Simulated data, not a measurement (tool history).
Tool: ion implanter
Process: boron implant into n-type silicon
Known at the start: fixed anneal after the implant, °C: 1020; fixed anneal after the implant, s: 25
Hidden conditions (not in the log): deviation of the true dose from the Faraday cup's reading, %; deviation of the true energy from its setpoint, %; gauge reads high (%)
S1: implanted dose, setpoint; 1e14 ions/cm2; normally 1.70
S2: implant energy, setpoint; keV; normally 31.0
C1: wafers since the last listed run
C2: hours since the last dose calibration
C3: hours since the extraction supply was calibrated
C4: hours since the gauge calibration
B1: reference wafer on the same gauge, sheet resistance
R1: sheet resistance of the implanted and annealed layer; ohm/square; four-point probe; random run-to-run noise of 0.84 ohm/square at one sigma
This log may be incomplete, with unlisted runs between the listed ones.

run 1 hour=0.0 | S1=1.70 S2=31.0 | C1=0 C2=661.4 C3=1947.6 C4=141.3 | B1=349.85 | R1=431.88
run 2 hour=14.5 | S1=1.70 S2=31.0 | C1=175 C2=675.9 C3=1962.1 C4=155.8 | B1=349.88 | R1=431.86
run 3 hour=27.5 | S1=1.70 S2=31.0 | C1=157 C2=688.9 C3=1975.1 C4=168.8 | B1=350.31 | R1=432.59
run 4 hour=42.5 | S1=1.70 S2=31.0 | C1=181 C2=703.9 C3=1990.1 C4=183.8 | B1=350.09 | R1=431.59
run 5 hour=59.3 | S1=1.70 S2=31.0 | C1=203 C2=720.7 C3=2006.9 C4=200.6 | B1=349.93 | R1=432.35
run 6 hour=69.4 | S1=1.70 S2=31.0 | C1=122 C2=730.8 C3=2017.0 C4=210.7 | B1=349.89 | R1=430.44
run 7 hour=79.1 | S1=1.70 S2=31.0 | C1=117 C2=740.5 C3=2026.7 C4=220.4 | B1=349.85 | R1=431.77
run 8 hour=91.6 | S1=1.70 S2=31.0 | C1=151 C2=753.0 C3=2039.2 C4=232.9 | B1=350.07 | R1=432.57
-- hour=109.6 Faraday cup replaced and dose calibrated
run 9 hour=110.1 | S1=1.70 S2=31.0 | C1=127 C2=0.5 C3=2057.7 C4=251.4 | B1=350.21 | R1=411.34
-- hour=120.2 gauge calibrated
run 10 hour=121.4 | S1=1.42 S2=27.5 | C1=136 C2=11.8 C3=2069.0 C4=1.2 | B1=349.95 | R1=482.56
run 11 hour=150.5 | S1=2.21 S2=22.5 | C1=352 C2=40.9 C3=2098.1 C4=30.3 | B1=350.02 | R1=350.56
run 12 hour=161.6 | S1=1.54 S2=26.0 | C1=134 C2=52.0 C3=2109.2 C4=41.4 | B1=349.90 | R1=458.82
-- hour=181.0 extraction supply calibrated
run 13 hour=181.5 | S1=1.96 S2=36.0 | C1=144 C2=71.9 C3=0.5 C4=61.3 | B1=349.98 | R1=364.38
run 14 hour=187.6 | S1=1.70 S2=35.5 | C1=73 C2=78.0 C3=6.6 C4=67.4 | B1=350.20 | R1=407.92
run 15 hour=200.0 | S1=2.07 S2=39.0 | C1=150 C2=90.4 C3=19.0 C4=79.8 | B1=350.13 | R1=346.27
run 16 hour=210.0 | S1=2.12 S2=24.0 | C1=121 C2=100.4 C3=29.0 C4=89.8 | B1=350.34 | R1=361.06
run 17 hour=222.3 | S1=1.54 S2=26.0 | C1=148 C2=112.7 C3=41.3 C4=102.1 | B1=349.99 | R1=461.29
run 18 hour=230.5 | S1=2.16 S2=31.0 | C1=99 C2=120.9 C3=49.5 C4=110.3 | B1=349.66 | R1=346.17

Entry by entry between the runs, the difference in hidden state between the last listed run before and the first listed run after:
Runs 8 to 9: Faraday cup replaced and dose calibrated (hour 109.6)
  deviation of the true dose from the Faraday cup's reading, %: -4.98 -> 1.22
  what was measured, less what the result would be without the hidden state, R1: +16.56 -> -3.85 ohm/square
Runs 9 to 10: gauge calibrated (hour 120.2)
  deviation of the true dose from the Faraday cup's reading, %: 1.22 -> 1.03
  what was measured, less what the result would be without the hidden state, R1: -3.85 -> -3.78 ohm/square
Runs 12 to 13: extraction supply calibrated (hour 181.0)
  deviation of the true dose from the Faraday cup's reading, %: 0.391 -> 0.106
  what was measured, less what the result would be without the hidden state, R1: -1.39 -> -0.29 ohm/square

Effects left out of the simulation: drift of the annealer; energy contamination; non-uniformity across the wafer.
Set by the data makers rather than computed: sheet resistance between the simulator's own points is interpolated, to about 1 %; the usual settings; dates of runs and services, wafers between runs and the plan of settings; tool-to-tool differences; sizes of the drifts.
